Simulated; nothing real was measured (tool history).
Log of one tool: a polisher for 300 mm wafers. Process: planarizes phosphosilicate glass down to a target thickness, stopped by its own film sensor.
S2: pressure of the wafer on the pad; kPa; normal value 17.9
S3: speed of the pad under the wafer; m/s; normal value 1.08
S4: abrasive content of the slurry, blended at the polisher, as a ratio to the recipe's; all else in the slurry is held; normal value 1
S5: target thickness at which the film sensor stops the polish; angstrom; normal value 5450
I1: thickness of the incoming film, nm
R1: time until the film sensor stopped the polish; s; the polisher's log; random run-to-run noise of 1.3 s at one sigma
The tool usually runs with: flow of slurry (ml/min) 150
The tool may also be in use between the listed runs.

{"run": 1, "hour": 0.0, "flow of slurry (ml/min)": 150, "S2": 17.9, "S3": 1.08, "S4": 1, "S5": 5450, "I1": 1057, "R1": 75.3}
{"hour": 5.0, "done": "worn pad replaced by a new one"}
{"run": 2, "hour": 18.1, "flow of slurry (ml/min)": 150, "S2": 17.9, "S3": 1.08, "S4": 1, "S5": 5450, "I1": 1085.5, "R1": 81.5}
{"hour": 28.4, "done": "conditioning disc replaced and pad reconditioned"}
{"run": 3, "hour": 105.6, "flow of slurry (ml/min)": 150, "S2": 17.9, "S3": 1.08, "S4": 0.8, "S5": 5450, "I1": 1082.7, "R1": 87.1}
{"run": 4, "hour": 129.4, "flow of slurry (ml/min)": 150, "S2": 17.9, "S3": 1.08, "S4": 0.8, "S5": 5450, "I1": 1083.8, "R1": 90.1}
{"run": 5, "hour": 164.1, "flow of slurry (ml/min)": 150, "S2": 17.9, "S3": 0.98, "S4": 1, "S5": 4390, "I1": 1075.4, "R1": 101.8}
{"run": 6, "hour": 176.9, "flow of slurry (ml/min)": 150, "S2": 17.9, "S3": 0.98, "S4": 1, "S5": 4390, "I1": 1060.7, "R1": 100.4}
{"hour": 194.8, "done": "worn pad replaced by a new one"}
{"run": 7, "hour": 206.9, "flow of slurry (ml/min)": 150, "S2": 17.9, "S3": 1.08, "S4": 1, "S5": 5450, "I1": 1088.9, "R1": 82.3}
{"hour": 234.8, "done": "slurry blender recalibrated"}
{"run": 8, "hour": 264.4, "flow of slurry (ml/min)": 150, "S2": 17.9, "S3": 1.08, "S4": 0.75, "S5": 5450, "I1": 1089.4, "R1": 96.3}
{"run": 9, "hour": 282.5, "flow of slurry (ml/min)": 150, "S2": 17.9, "S3": 1.08, "S4": 1, "S5": 5450, "I1": 1091.4, "R1": 81.9}
{"run": 10, "hour": 314.5, "flow of slurry (ml/min)": 150, "S2": 22.1, "S3": 1.08, "S4": 1, "S5": 5450, "I1": 1091.8, "R1": 66}
{"hour": 371.9, "done": "conditioning disc replaced and pad reconditioned"}
{"hour": 373.6, "done": "worn pad replaced by a new one"}
{"run": 11, "hour": 381.9, "flow of slurry (ml/min)": 150, "S2": 17.9, "S3": 1.08, "S4": 1, "S5": 5450, "I1": 1078.5, "R1": 80.3}
{"run": 12, "hour": 410.8, "flow of slurry (ml/min)": 125, "S2": 17.9, "S3": 1.08, "S4": 0.75, "S5": 4630, "I1": 1078.4, "R1": 110.8}
{"hour": 421.4, "done": "slurry nozzle cleaned"}
{"hour": 443.5, "done": "head pressure recalibrated"}
{"run": 13, "hour": 444.0, "flow of slurry (ml/min)": 175, "S2": 17.9, "S3": 1.08, "S4": 1, "S5": 5450, "I1": 1092.2, "R1": 82.2}
{"run": 14, "hour": 467.3, "flow of slurry (ml/min)": 150, "S2": 17.9, "S3": 1.28, "S4": 0.75, "S5": 5450, "I1": 1082.9, "R1": 83}
{"run": 15, "hour": 490.5, "flow of slurry (ml/min)": 165, "S2": 17.9, "S3": 1.26, "S4": 0.9, "S5": 5930, "I1": 1083.3, "R1": 69.3}
{"run": 16, "hour": 505.9, "flow of slurry (ml/min)": 150, "S2": 22.1, "S3": 1.08, "S4": 1, "S5": 5450, "I1": 1059.7, "R1": 62.1}
{"run": 17, "hour": 520.3, "flow of slurry (ml/min)": 150, "S2": 17.9, "S3": 1.08, "S4": 1.3, "S5": 6290, "I1": 1091.9, "R1": 62.6}
{"run": 18, "hour": 544.3, "flow of slurry (ml/min)": 150, "S2": 17.9, "S3": 1.08, "S4": 1, "S5": 3770, "I1": 1090.5, "R1": 107.9}
{"hour": 551.2, "done": "worn pad replaced by a new one"}
{"run": 19, "hour": 620.9, "flow of slurry (ml/min)": 150, "S2": 17.9, "S3": 1.08, "S4": 1, "S5": 5450, "I1": 1057.3, "R1": 75.9}
{"run": 20, "hour": 635.0, "flow of slurry (ml/min)": 175, "S2": 19.3, "S3": 1.08, "S4": 1, "S5": 5450, "I1": 1070, "R1": 71.7}
{"run": 21, "hour": 660.1, "flow of slurry (ml/min)": 150, "S2": 20, "S3": 1.08, "S4": 1, "S5": 5450, "I1": 1091.8, "R1": 73.2}
{"hour": 675.7, "done": "conditioning disc replaced and pad reconditioned"}
{"run": 22, "hour": 676.2, "flow of slurry (ml/min)": 150, "S2": 17.9, "S3": 1.08, "S4": 1, "S5": 5450, "I1": 1090.6, "R1": 80.8}
{"run": 23, "hour": 687.0, "flow of slurry (ml/min)": 150, "S2": 17.9, "S3": 1.08, "S4": 1, "S5": 4820, "I1": 1094, "R1": 91.9}
{"run": 24, "hour": 703.0, "flow of slurry (ml/min)": 150, "S2": 17.9, "S3": 1.08, "S4": 1, "S5": 5450, "I1": 1093.7, "R1": 80.1}
{"hour": 716.3, "done": "slurry blender recalibrated"}
{"run": 25, "hour": 734.6, "flow of slurry (ml/min)": 125, "S2": 17.9, "S3": 1.08, "S4": 1, "S5": 5450, "I1": 1080.5, "R1": 82.8}

4 options for the next run, each taken on its own from the tool as it stands now. Forecast them:
{"run": "A", "hour": 735.0, "flow of slurry (ml/min)": 150, "S2": 17.9, "S3": 1.08, "S4": 1, "S5": 5450, "I1": 1083.7, "R1": "?"}
{"run": "B", "hour": 735.0, "flow of slurry (ml/min)": 115, "S2": 15.9, "S3": 1.24, "S4": 1, "S5": 6880, "I1": 1083.7, "R1": "?"}
{"run": "C", "hour": 735.0, "flow of slurry (ml/min)": 135, "S2": 20.7, "S3": 1.22, "S4": 1.2, "S5": 5450, "I1": 1083.7, "R1": "?"}
{"run": "D", "hour": 735.0, "flow of slurry (ml/min)": 120, "S2": 14.5, "S3": 1.08, "S4": 1, "S5": 5450, "I1": 1083.7, "R1": "?"}

run=A R1=80.8
run=B R1=63.6
run=C R1=60.4
run=D R1=103.4
The same runs, with their run-to-run variation unchanged, on a tool lacking any hidden condition would have given:
run=A R1=80.8
run=B R1=63.6
run=C R1=60.4
run=D R1=103.4
